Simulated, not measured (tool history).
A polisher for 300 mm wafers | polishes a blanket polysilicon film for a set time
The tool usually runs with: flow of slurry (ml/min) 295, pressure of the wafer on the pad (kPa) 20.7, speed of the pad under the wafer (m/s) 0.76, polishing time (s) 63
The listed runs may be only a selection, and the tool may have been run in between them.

| run | hour | flow of slurry (ml/min) | pressure of the wafer on the pad (kPa) | speed of the pad under the wafer (m/s) | polishing time (s) | incoming thickness of the incoming film, nm | film removed (angstrom) |
|---|---|---|---|---|---|---|---|
| 1 | 0.0 | 295 | 26.2 | 0.76 | 63 | 1182.8 | 4522 |
|  | 75.1 | slurry nozzle cleaned |
| 2 | 87.7 | 295 | 26.2 | 0.76 | 63 | 1177.3 | 4597 |
| 3 | 156.8 | 295 | 20.7 | 0.76 | 63 | 1188.1 | 3656 |
| 4 | 194.6 | 215 | 20.7 | 0.88 | 63 | 1197.5 | 4036 |
|  | 287.6 | worn pad replaced by a new one |
| 5 | 385.7 | 215 | 20.7 | 0.88 | 63 | 1177.3 | 3994 |
| 6 | 448.9 | 295 | 20.7 | 0.70 | 63 | 1174.3 | 3390 |
| 7 | 505.3 | 295 | 20.7 | 0.70 | 63 | 1172.6 | 3397 |
| 8 | 574.1 | 295 | 20.7 | 0.70 | 63 | 1160.4 | 3357 |
| 9 | 639.8 | 215 | 20.7 | 0.76 | 63 | 1177.8 | 3484 |
|  | 683.7 | head pressure recalibrated |
| 10 | 695.9 | 215 | 20.7 | 0.76 | 63 | 1191.9 | 3488 |
| 11 | 768.4 | 295 | 20.7 | 0.76 | 63 | 1188.1 | 3594 |
|  | 790.1 | slurry nozzle cleaned |
| 12 | 837.2 | 295 | 20.7 | 0.76 | 63 | 1173.2 | 3655 |
| 13 | 891.5 | 295 | 20.7 | 0.76 | 63 | 1200.6 | 3650 |
|  | 935.8 | worn pad replaced by a new one |
| 14 | 946.2 | 295 | 20.7 | 0.76 | 49 | 1177.3 | 2874 |
| 15 | 1051.4 | 395 | 16.5 | 0.82 | 57 | 1185.7 | 2882 |
| 16 | 1107.5 | 295 | 24.1 | 0.84 | 54 | 1191.8 | 3940 |
| 17 | 1184.6 | 295 | 15.2 | 0.76 | 63 | 1168.3 | 2649 |
| 18 | 1286.2 | 370 | 24.1 | 0.76 | 63 | 1176.1 | 4312 |
| 19 | 1393.5 | 295 | 20.7 | 0.70 | 63 | 1157.5 | 3338 |
| 20 | 1453.4 | 295 | 14.5 | 0.76 | 63 | 1189.6 | 2476 |
| 21 | 1523.9 | 295 | 20.7 | 0.60 | 43 | 1174.2 | 1995 |
|  | 1594.2 | slurry nozzle cleaned |
| 22 | 1631.9 | 295 | 20.7 | 0.76 | 42 | 1171.6 | 2416 |
|  | 1676.6 | worn pad replaced by a new one |
| 23 | 1693.8 | 295 | 20.7 | 0.76 | 63 | 1198.4 | 3680 |
| 24 | 1767.5 | 330 | 20.7 | 0.66 | 63 | 1191.7 | 3288 |
|  | 1832.6 | head pressure recalibrated |
| 25 | 1974.0 | 250 | 20.7 | 0.98 | 54 | 1163.8 | 3857 |
| 26 | 2043.8 | 295 | 20.7 | 0.76 | 63 | 1179.5 | 3626 |
| 27 | 2126.7 | 295 | 20.7 | 0.68 | 80 | 1181.8 | 4138 |
| 28 | 2227.0 | 295 | 20.7 | 0.76 | 63 | 1184.1 | 3533 |
| 29 | 2277.0 | 250 | 20.7 | 0.76 | 63 | 1187.7 | 3500 |
|  | 2292.1 | worn pad replaced by a new one |
| 30 | 2346.9 | 380 | 20.7 | 0.76 | 63 | 1159.3 | 3577 |
|  | 2404.8 | slurry nozzle cleaned |
| 31 | 2417.1 | 400 | 20.7 | 0.62 | 43 | 1174.3 | 2172 |
| 32 | 2495.9 | 295 | 20.7 | 0.76 | 63 | 1192.5 | 3618 |
| 33 | 2547.7 | 400 | 20.7 | 0.62 | 54 | 1168.3 | 2709 |
| 34 | 2587.8 | 385 | 16.5 | 0.76 | 80 | 1167.9 | 3771 |
| 35 | 2628.9 | 295 | 20.7 | 0.76 | 63 | 1181.0 | 3666 |
| 36 | 2730.5 | 295 | 20.7 | 0.76 | 63 | 1184.6 | 3598 |
|  | 2754.3 | head pressure recalibrated |
| 37 | 2837.7 | 295 | 20.7 | 0.70 | 63 | 1191.1 | 3424 |

Here are 4 independent what-if runs from the current tool condition. What would each one return?
| A | 2838.1 | 295 | 20.7 | 0.76 | 63 | 1178.1 | ? |
| B | 2838.1 | 195 | 15.2 | 0.64 | 85 | 1178.1 | ? |
| C | 2838.1 | 295 | 23.4 | 0.86 | 43 | 1178.1 | ? |
| D | 2838.1 | 295 | 20.7 | 0.76 | 75 | 1178.1 | ? |

| run | film removed (angstrom) |
|---|---|
| A | 3607 |
| B | 2976 |
| C | 3104 |
| D | 4294 |
Take away the tool's hidden state, keep each run's random variation, and the runs would have read:
| run | film removed (angstrom) |
|---|---|
| A | 3652 |
| B | 3026 |
| C | 3143 |
| D | 4348 |
